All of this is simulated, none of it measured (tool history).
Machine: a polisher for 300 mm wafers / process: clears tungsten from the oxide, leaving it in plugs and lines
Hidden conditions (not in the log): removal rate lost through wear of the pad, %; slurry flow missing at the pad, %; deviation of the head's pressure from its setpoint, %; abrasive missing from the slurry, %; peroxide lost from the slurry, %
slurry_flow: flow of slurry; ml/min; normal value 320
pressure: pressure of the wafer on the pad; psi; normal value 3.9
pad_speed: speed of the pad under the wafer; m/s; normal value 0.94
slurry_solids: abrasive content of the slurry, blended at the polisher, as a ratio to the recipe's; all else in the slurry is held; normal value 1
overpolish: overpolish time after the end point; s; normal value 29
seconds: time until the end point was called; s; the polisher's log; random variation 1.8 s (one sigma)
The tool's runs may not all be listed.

run,hour,slurry_flow,pressure,pad_speed,slurry_solids,overpolish,wafers since the last listed run,wafers polished on this pad,hours since the slurry nozzle was cleaned,hours since the head pressure was calibrated,hours since the slurry blender was calibrated,hours since the slurry got fresh peroxide,"incoming thickness of the incoming film, nm",seconds
1,0,320,3.9,0.94,1,29,0,768,119.6,456.2,119.7,32.7,449.9,100.7
2,71.4,320,3.9,0.94,1,38,328,1097,191,527.6,191.1,104.1,457.5,109.1
3,169.1,320,3.9,0.94,1,38,449,1547,288.7,625.3,288.8,201.8,455.1,106.4
4,257.5,320,3.9,0.94,1,29,407,1954,377.1,713.7,377.2,290.2,447.4,110.3
5,319.9,320,3.9,0.94,1,29,287,2241,439.5,776.1,439.6,352.6,452,115.2
# hour 330.1: worn pad replaced by a new one, of another model than before
6,396.7,320,3.9,0.94,1,29,335,306,516.3,852.9,516.4,429.4,450.1,119.4
# hour 418.5: slurry blender recalibrated
# hour 494.2: slurry tank refilled with fresh slurry and peroxide
7,502.6,320,4.2,0.94,1,29,473,780,622.2,958.8,84.1,8.4,457.9,97.8
8,566.1,320,3.9,0.94,1,29,292,1073,685.7,1022.3,147.6,71.9,465.3,104.1
# hour 570: slurry nozzle cleaned
9,610,320,3.9,0.94,1,29,197,1270,40,1066.2,191.5,115.8,448.6,102.6
10,700.1,320,3.9,0.94,1,29,414,1685,130.1,1156.3,281.6,205.9,453.4,109.3
11,802.5,320,3.9,0.94,1,29,471,2157,232.5,1258.7,384,308.3,447.7,114.2
# hour 826.7: worn pad replaced by a new one
12,857.3,320,3.9,1.08,1,40,233,141,287.3,1313.5,438.8,363.1,451.3,96
# hour 878.9: head pressure recalibrated
13,919.8,320,3.9,0.94,1,29,278,419,349.8,40.9,501.3,425.6,457.5,119
14,959.9,320,3.9,0.94,0.8,29,184,604,389.9,81,541.4,465.7,456.8,121.9
# hour 974.9: slurry blender recalibrated
15,1043.1,290,3,0.94,1,29,373,978,473.1,164.2,68.2,548.9,458.3,132.6
# hour 1048.9: slurry tank refilled with fresh slurry and peroxide
16,1105.7,320,3.9,0.94,1,40,283,1262,535.7,226.8,130.8,56.8,455,107.3
17,1199.7,320,3.9,0.94,1,29,432,1694,629.7,320.8,224.8,150.8,458.4,110.9
# hour 1215.5: slurry nozzle cleaned
# hour 1269.5: worn pad replaced by a new one
18,1278,320,4.7,0.94,1,15,337,39,62.5,399.1,303.1,229.1,450.5,95.3
19,1377.9,320,3.9,0.94,1.2,29,460,499,162.4,499,403,329,456.6,109
20,1471.3,280,3.9,0.72,1,29,430,929,255.8,592.4,496.4,422.4,448,151.4
# hour 1529.7: slurry tank refilled with fresh slurry and peroxide
# hour 1537.6: slurry blender recalibrated
21,1542.9,320,2.9,1.08,1.2,29,315,1245,327.4,664,5.3,13.2,460.4,105.7
22,1616.7,320,3.9,0.94,1,29,339,1585,401.2,737.8,79.1,87,450.8,101.5
23,1690.3,320,3.9,0.94,0.85,29,338,1924,474.8,811.4,152.7,160.6,448.9,110.4
24,1787.5,395,3.1,0.94,1,29,447,2371,572,908.6,249.9,257.8,447.4,126.5
# hour 1816: worn pad replaced by a new one
25,1882,320,3.9,0.94,1,29,416,303,666.5,1003.1,344.4,352.3,457,110.7
26,1969.8,320,3.2,0.94,1,29,404,708,754.3,1090.9,432.2,440.1,457.2,133.6
# hour 2009.2: slurry nozzle cleaned
# hour 2029.5: slurry blender recalibrated
27,2052,275,3.3,0.94,1,29,364,1073,42.8,1173.1,22.5,522.3,458.9,118

Alternative continuations, all from the tool just after run 27; predict every row:
A,2052.5,320,3.9,0.94,1,29,2,1075,43.3,1173.6,23,522.8,452.7,?
B,2052.5,320,5.2,0.94,1,16,2,1075,43.3,1173.6,23,522.8,452.7,?
C,2052.5,320,3.9,0.94,1.15,29,2,1075,43.3,1173.6,23,522.8,452.7,?

run,seconds
A,96.6
B,76.4
C,92.6
Without the tool's hidden state the same runs would have given:
run,seconds
A,96.1
B,76
C,92.2

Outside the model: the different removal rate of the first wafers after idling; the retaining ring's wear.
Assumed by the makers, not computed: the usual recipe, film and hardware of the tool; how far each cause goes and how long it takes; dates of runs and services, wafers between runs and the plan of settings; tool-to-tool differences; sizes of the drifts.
